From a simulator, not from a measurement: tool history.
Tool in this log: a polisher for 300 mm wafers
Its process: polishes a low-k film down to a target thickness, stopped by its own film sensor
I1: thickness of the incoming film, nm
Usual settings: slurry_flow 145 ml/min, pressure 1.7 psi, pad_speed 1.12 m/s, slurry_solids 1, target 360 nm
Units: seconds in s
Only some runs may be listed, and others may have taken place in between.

run 1 hour=0 | slurry_flow=145 pressure=1.7 pad_speed=1.12 slurry_solids=1.15 target=360 | I1=391.8 | seconds=77.1
run 2 hour=11.5 | slurry_flow=145 pressure=1.7 pad_speed=1.12 slurry_solids=1.15 target=360 | I1=393.3 | seconds=79.3
-- hour=28.7 worn pad replaced by a new one
run 3 hour=29.4 | slurry_flow=145 pressure=1.7 pad_speed=1.12 slurry_solids=1 target=360 | I1=385.8 | seconds=59.8
run 4 hour=40.7 | slurry_flow=145 pressure=1.7 pad_speed=1.12 slurry_solids=1 target=360 | I1=388.3 | seconds=66.7
run 5 hour=47.5 | slurry_flow=145 pressure=1.7 pad_speed=1.12 slurry_solids=1 target=360 | I1=390 | seconds=70.7
run 6 hour=59.5 | slurry_flow=145 pressure=1.7 pad_speed=1.12 slurry_solids=1 target=360 | I1=385.8 | seconds=61.6
run 7 hour=74.1 | slurry_flow=145 pressure=1.7 pad_speed=1.12 slurry_solids=1 target=360 | I1=393.9 | seconds=81.2
run 8 hour=87.5 | slurry_flow=145 pressure=1.7 pad_speed=1.12 slurry_solids=1 target=360 | I1=389.3 | seconds=70.1
run 9 hour=94.6 | slurry_flow=145 pressure=1.7 pad_speed=1.12 slurry_solids=1 target=360 | I1=393.7 | seconds=80.3
run 10 hour=105.8 | slurry_flow=145 pressure=1.7 pad_speed=1.12 slurry_solids=1 target=360 | I1=392.9 | seconds=80.1
-- hour=126.6 slurry blender recalibrated
run 11 hour=143.4 | slurry_flow=145 pressure=1.7 pad_speed=1.12 slurry_solids=1 target=360 | I1=389 | seconds=71.3
run 12 hour=158.1 | slurry_flow=170 pressure=2 pad_speed=1.12 slurry_solids=1.3 target=360 | I1=390.2 | seconds=56.8
run 13 hour=174.4 | slurry_flow=145 pressure=1.7 pad_speed=1.12 slurry_solids=1 target=360 | I1=393.4 | seconds=81.8
-- hour=183.4 slurry nozzle cleaned
-- hour=185.6 head pressure recalibrated
run 14 hour=186.8 | slurry_flow=145 pressure=1.7 pad_speed=1.12 slurry_solids=1 target=360 | I1=391.6 | seconds=76.7
run 15 hour=204.3 | slurry_flow=165 pressure=1.3 pad_speed=1.12 slurry_solids=1.1 target=356 | I1=390 | seconds=105.2
run 16 hour=211.7 | slurry_flow=145 pressure=1.7 pad_speed=1.42 slurry_solids=1 target=360 | I1=393.2 | seconds=71
run 17 hour=218.2 | slurry_flow=145 pressure=1.7 pad_speed=1.12 slurry_solids=1 target=360 | I1=389.3 | seconds=71.9
-- hour=238.1 worn pad replaced by a new one
run 18 hour=238.6 | slurry_flow=130 pressure=1.7 pad_speed=1.12 slurry_solids=1 target=360 | I1=385.9 | seconds=63.8
-- hour=243.4 conditioning disc replaced and pad reconditioned
run 19 hour=243.9 | slurry_flow=145 pressure=1.5 pad_speed=1.12 slurry_solids=1 target=360 | I1=394.4 | seconds=92.7
run 20 hour=252.8 | slurry_flow=145 pressure=1.2 pad_speed=0.8 slurry_solids=1 target=360 | I1=382.7 | seconds=95.2
run 21 hour=260.8 | slurry_flow=145 pressure=1.7 pad_speed=1.12 slurry_solids=1 target=360 | I1=390.5 | seconds=72.9
run 22 hour=269.4 | slurry_flow=145 pressure=1.7 pad_speed=1.12 slurry_solids=0.8 target=360 | I1=384.7 | seconds=62.4
run 23 hour=286 | slurry_flow=160 pressure=2.2 pad_speed=1.28 slurry_solids=1.1 target=360 | I1=386.3 | seconds=43.8
run 24 hour=302.3 | slurry_flow=145 pressure=1.3 pad_speed=0.94 slurry_solids=1.2 target=360 | I1=391.8 | seconds=107.1
run 25 hour=319.2 | slurry_flow=160 pressure=1.2 pad_speed=1.12 slurry_solids=1 target=360 | I1=397.1 | seconds=127.7
run 26 hour=330 | slurry_flow=145 pressure=1.7 pad_speed=1.12 slurry_solids=1 target=360 | I1=391.6 | seconds=78.6
run 27 hour=340.7 | slurry_flow=110 pressure=1.7 pad_speed=1.46 slurry_solids=1 target=360 | I1=382.7 | seconds=49.9

Consider 3 possible next runs. They are alternatives, not a sequence: every one starts from the tool as it was left by run 27. What does each give?
run A hour=341.1 | slurry_flow=145 pressure=1.7 pad_speed=1.12 slurry_solids=1 target=360 | I1=384.3 | seconds=?
run B hour=341.1 | slurry_flow=145 pressure=1.7 pad_speed=1.12 slurry_solids=1 target=367 | I1=384.3 | seconds=?
run C hour=341.1 | slurry_flow=145 pressure=1.4 pad_speed=1.12 slurry_solids=1.15 target=360 | I1=384.3 | seconds=?

run=A seconds=59.5
run=B seconds=42.4
run=C seconds=69.9
Take away the tool's hidden state, keep each run's random variation, and the runs would have read:
run=A seconds=55.5
run=B seconds=39.5
run=C seconds=65.2
